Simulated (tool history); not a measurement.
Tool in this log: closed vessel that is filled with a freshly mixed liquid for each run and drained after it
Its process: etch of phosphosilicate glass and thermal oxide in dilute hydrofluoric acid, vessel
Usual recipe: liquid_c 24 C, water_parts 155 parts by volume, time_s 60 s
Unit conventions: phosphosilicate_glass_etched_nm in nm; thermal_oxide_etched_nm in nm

run	day	liquid_c	water_parts	time_s	wafers since the last listed run	hours since the thermometer was replaced	hours since the hydrofluoric acid flow meter was replaced	hours since the gauge calibration	read-back film thickness of the phosphosilicate glass reference wafer, read on the same gauge (nm)	read-back film thickness of the thermal oxide reference wafer, read on the same gauge (nm)	phosphosilicate_glass_etched_nm	thermal_oxide_etched_nm
1	0	24	155	60	0	1306.5	1892.3	404.9	50.01	39.982	78.32	1.83
2	0.908	24	155	60	2966	1328.3	1914.1	426.7	50.02	39.98	78.77	1.859
3	1.992	24	155	60	3537	1354.3	1940.1	452.7	50.01	40.001	79.04	1.885
4	2.542	24	195	35	1795	1367.5	1953.3	465.9	50.01	40.016	35.24	0.817
5	3.946	24	155	70	4585	1401.2	1987	499.6	50.01	40.001	93.12	2.213
# day 4.742: hydrofluoric acid flow meter replaced
6	5.333	27	155	45	4394	1434.5	14.2	532.9	49.99	40.008	66.71	1.53
7	6.412	24	200	45	3523	1460.4	40.1	558.8	50	39.995	43.88	1.036
8	7.104	26	235	85	2258	1477	56.7	575.4	49.97	39.956	72.04	1.742
9	7.758	24	155	30	2136	1492.7	72.4	591.1	50.01	39.99	39.59	0.951
10	9.2	27	185	90	4707	1527.3	107	625.7	49.97	39.994	109.49	2.501
11	10.317	24	205	30	3646	1554.1	133.8	652.5	50.01	40.001	28.47	0.683
12	11.229	24	155	60	2979	1576	155.7	674.4	50	40.001	79.61	1.913
13	11.754	24	155	40	1714	1588.6	168.3	687	49.99	39.99	53.29	1.267
14	12.612	28	80	30	2802	1609.2	188.9	707.6	49.99	39.982	100.26	2.396
15	14.492	22.5	155	95	6136	1654.3	234	752.7	50.02	39.991	120.31	2.868
# day 15.592: thermometer replaced
16	15.767	24	155	60	4027	4.2	264.6	783.3	49.98	40.028	75.79	1.767
17	18.588	21	110	60	9211	71.9	332.3	851	50	39.981	99.45	2.394
18	19.6	21.5	125	85	3306	96.2	356.6	875.3	50.04	39.988	125.24	2.976
# day 19.625: gauge calibrated
19	20.738	24	155	60	3714	123.5	383.9	26.7	50.02	39.99	74.97	1.758
20	24.717	20.5	155	60	12993	219	479.4	122.2	49.98	40.012	66.37	1.572
21	25.379	24	155	80	2163	234.9	495.3	138.1	49.98	40.018	101.23	2.36
22	26.462	22	130	40	3537	260.9	521.3	164.1	49.98	39.995	57.89	1.349
23	27.142	28.5	215	35	2217	277.2	537.6	180.4	49.98	39.984	35.53	0.835
24	28.396	25.5	155	85	4095	307.3	567.7	210.5	49.98	40.006	113.73	2.72
25	29.283	28	220	45	2898	328.6	589	231.8	49.99	39.983	43.48	1.018
26	29.975	21.5	125	85	2258	345.2	605.6	248.4	49.99	40.029	126.41	3.034

Hidden state, per run?
hydrofluoric acid flow below the setpoint (%): 0 at every run
gauge reads high (%): 0 at every run
H1: liquid hotter than its thermometer reads (K)
run	H1
1	1.43
2	1.45
3	1.48
4	1.49
5	1.53
6	1.56
7	1.59
8	1.6
9	1.62
10	1.65
11	1.68
12	1.7
13	1.72
14	1.74
15	1.78
16	0.185
17	0.254
18	0.279
19	0.306
20	0.404
21	0.42
22	0.446
23	0.463
24	0.494
25	0.515
26	0.532
